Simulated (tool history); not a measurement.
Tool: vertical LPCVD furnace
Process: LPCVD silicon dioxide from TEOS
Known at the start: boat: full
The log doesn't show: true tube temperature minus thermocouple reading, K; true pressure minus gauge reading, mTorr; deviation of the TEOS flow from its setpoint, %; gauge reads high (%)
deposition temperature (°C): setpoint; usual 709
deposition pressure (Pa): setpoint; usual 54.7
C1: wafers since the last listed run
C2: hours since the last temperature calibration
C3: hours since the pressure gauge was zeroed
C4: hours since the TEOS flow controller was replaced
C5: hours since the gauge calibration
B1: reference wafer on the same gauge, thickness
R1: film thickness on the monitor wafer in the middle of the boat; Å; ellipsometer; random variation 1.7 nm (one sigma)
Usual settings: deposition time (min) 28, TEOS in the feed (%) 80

Run 1, hour 0: usual settings but deposition temperature (°C) 717, deposition pressure (Pa) 64; C1 0; C2 3371.6; C3 3475.5; C4 5194; C5 3861.8; B1 280.05. Result: R1 4213.4 Å.
Run 2, hour 103.3: usual settings; C1 2072; C2 3474.9; C3 3578.8; C4 5297.3; C5 3965.1; B1 279.47. Result: R1 3223.9 Å.
At hour 191.2: thermocouples replaced and temperature profile calibrated.
Run 3, hour 197: usual settings; C1 1398; C2 5.8; C3 3672.5; C4 5391; C5 4058.8; B1 280.03. Result: R1 3068.2 Å.
At hour 223.3: pressure gauge zeroed.
At hour 229.6: TEOS flow controller replaced.
Run 4, hour 241.7: usual settings; C1 288; C2 50.5; C3 18.4; C4 12.1; C5 4103.5; B1 279.68. Result: R1 3082.4 Å.
Run 5, hour 346.1: usual settings but deposition pressure (Pa) 47.3; C1 2094; C2 154.9; C3 122.8; C4 116.5; C5 4207.9; B1 279.55. Result: R1 2863.2 Å.
Run 6, hour 451.4: usual settings but deposition pressure (Pa) 47.3; C1 2112; C2 260.2; C3 228.1; C4 221.8; C5 4313.2; B1 280.07. Result: R1 2886.9 Å.
Run 7, hour 495: usual settings but deposition pressure (Pa) 47.3; C1 874; C2 303.8; C3 271.7; C4 265.4; C5 4356.8; B1 280.25. Result: R1 2906.1 Å.
Run 8, hour 532: usual settings; C1 742; C2 340.8; C3 308.7; C4 302.4; C5 4393.8; B1 280.3. Result: R1 3108.3 Å.
Run 9, hour 571.6: usual settings but deposition pressure (Pa) 43.3; C1 794; C2 380.4; C3 348.3; C4 342; C5 4433.4; B1 279.95. Result: R1 2774.3 Å.
At hour 613.6: gauge calibrated.
Run 10, hour 637.1: usual settings but deposition temperature (°C) 701, deposition pressure (Pa) 66; C1 1314; C2 445.9; C3 413.8; C4 407.5; C5 23.5; B1 280.58. Result: R1 2837.8 Å.
Run 11, hour 705.2: usual settings but deposition temperature (°C) 717, deposition pressure (Pa) 64; C1 1366; C2 514; C3 481.9; C4 475.6; C5 91.6; B1 279.26. Result: R1 3989 Å.
Run 12, hour 743.8: usual settings; C1 774; C2 552.6; C3 520.5; C4 514.2; C5 130.2; B1 280.09. Result: R1 3121.3 Å.
Run 13, hour 808.3: usual settings but deposition temperature (°C) 700, deposition pressure (Pa) 62.7, deposition time (min) 35, TEOS in the feed (%) 65; C1 1294; C2 617.1; C3 585; C4 578.7; C5 194.7; B1 279.99. Result: R1 3060.1 Å.
Run 14, hour 888.8: usual settings; C1 1615; C2 697.6; C3 665.5; C4 659.2; C5 275.2; B1 279.87. Result: R1 3158.4 Å.
Run 15, hour 928.8: usual settings but deposition temperature (°C) 716; C1 802; C2 737.6; C3 705.5; C4 699.2; C5 315.2; B1 280.09. Result: R1 3674.8 Å.
Run 16, hour 970.3: usual settings but deposition pressure (Pa) 48, deposition time (min) 25; C1 832; C2 779.1; C3 747; C4 740.7; C5 356.7; B1 279.66. Result: R1 2645.7 Å.
Run 17, hour 1033.3: usual settings but TEOS in the feed (%) 65; C1 1264; C2 842.1; C3 810; C4 803.7; C5 419.7; B1 279.33. Result: R1 2796.1 Å.
Run 18, hour 1226.3: usual settings but deposition pressure (Pa) 64.7, deposition time (min) 37; C1 3872; C2 1035.1; C3 1003; C4 996.7; C5 612.7; B1 280.05. Result: R1 4561.8 Å.
Run 19, hour 1281.4: usual settings; C1 1105; C2 1090.2; C3 1058.1; C4 1051.8; C5 667.8; B1 280.14. Result: R1 3150.6 Å.
Run 20, hour 1352.4: usual settings but deposition temperature (°C) 697, deposition time (min) 35; C1 1424; C2 1161.2; C3 1129.1; C4 1122.8; C5 738.8; B1 280.2. Result: R1 3002.9 Å.
Run 21, hour 1398.5: usual settings; C1 924; C2 1207.3; C3 1175.2; C4 1168.9; C5 784.9; B1 279.68. Result: R1 3165.4 Å.
Run 22, hour 1479.1: usual settings but deposition time (min) 32.5; C1 1617; C2 1287.9; C3 1255.8; C4 1249.5; C5 865.5; B1 280.03. Result: R1 3690.9 Å.
Run 23, hour 1581.3: usual settings but deposition temperature (°C) 704, deposition time (min) 23; C1 2050; C2 1390.1; C3 1358; C4 1351.7; C5 967.7; B1 279.89. Result: R1 2336.5 Å.
Run 24, hour 1685.1: usual settings but deposition temperature (°C) 721, deposition pressure (Pa) 64; C1 2082; C2 1493.9; C3 1461.8; C4 1455.5; C5 1071.5; B1 280.34. Result: R1 4502.2 Å.
Run 25, hour 1744.3: usual settings but deposition pressure (Pa) 51.3; C1 1187; C2 1553.1; C3 1521; C4 1514.7; C5 1130.7; B1 279.44. Result: R1 3096.2 Å.
Run 26, hour 1813.8: usual settings but deposition pressure (Pa) 60.7, deposition time (min) 20, TEOS in the feed (%) 65; C1 1394; C2 1622.6; C3 1590.5; C4 1584.2; C5 1200.2; B1 279.74. Result: R1 2145 Å.
Run 27, hour 1902.1: usual settings but deposition pressure (Pa) 66, TEOS in the feed (%) 86; C1 1771; C2 1710.9; C3 1678.8; C4 1672.5; C5 1288.5; B1 280.22. Result: R1 3638.9 Å.
Run 28, hour 1987.3: usual settings but deposition temperature (°C) 701, deposition time (min) 17.5; C1 1709; C2 1796.1; C3 1764; C4 1757.7; C5 1373.7; B1 279.52. Result: R1 1671.9 Å.
Run 29, hour 2055.9: usual settings but deposition pressure (Pa) 44; C1 1376; C2 1864.7; C3 1832.6; C4 1826.3; C5 1442.3; B1 280.45. Result: R1 2868.5 Å.
Run 30, hour 2105.5: usual settings but deposition temperature (°C) 704, deposition pressure (Pa) 48.7, deposition time (min) 31.5, TEOS in the feed (%) 73; C1 995; C2 1914.3; C3 1882.2; C4 1875.9; C5 1491.9; B1 279.67. Result: R1 2886.8 Å.

The same runs without the tool's hidden state, with the same run-to-run variation:
run      R1
  1  3982.2
  2  3043.4
  3  3055.9
  4  3064.7
  5  2835.7
  6  2848.9
  7  2863.8
  8  3059.5
  9  2727.5
 10  2783.8
 11  3908.4
 12  3054.1
 13  2988.1
 14  3079.5
 15  3581.2
 16    2575
 17  2717.8
 18  4418.1
 19  3048.5
 20  2899.8
 21  3057.2
 22  3560.5
 23    2250
 24  4335.6
 25  2976.8
 26  2060.7
 27  3492.7
 28  1602.3
 29  2749.2
 30  2764.4
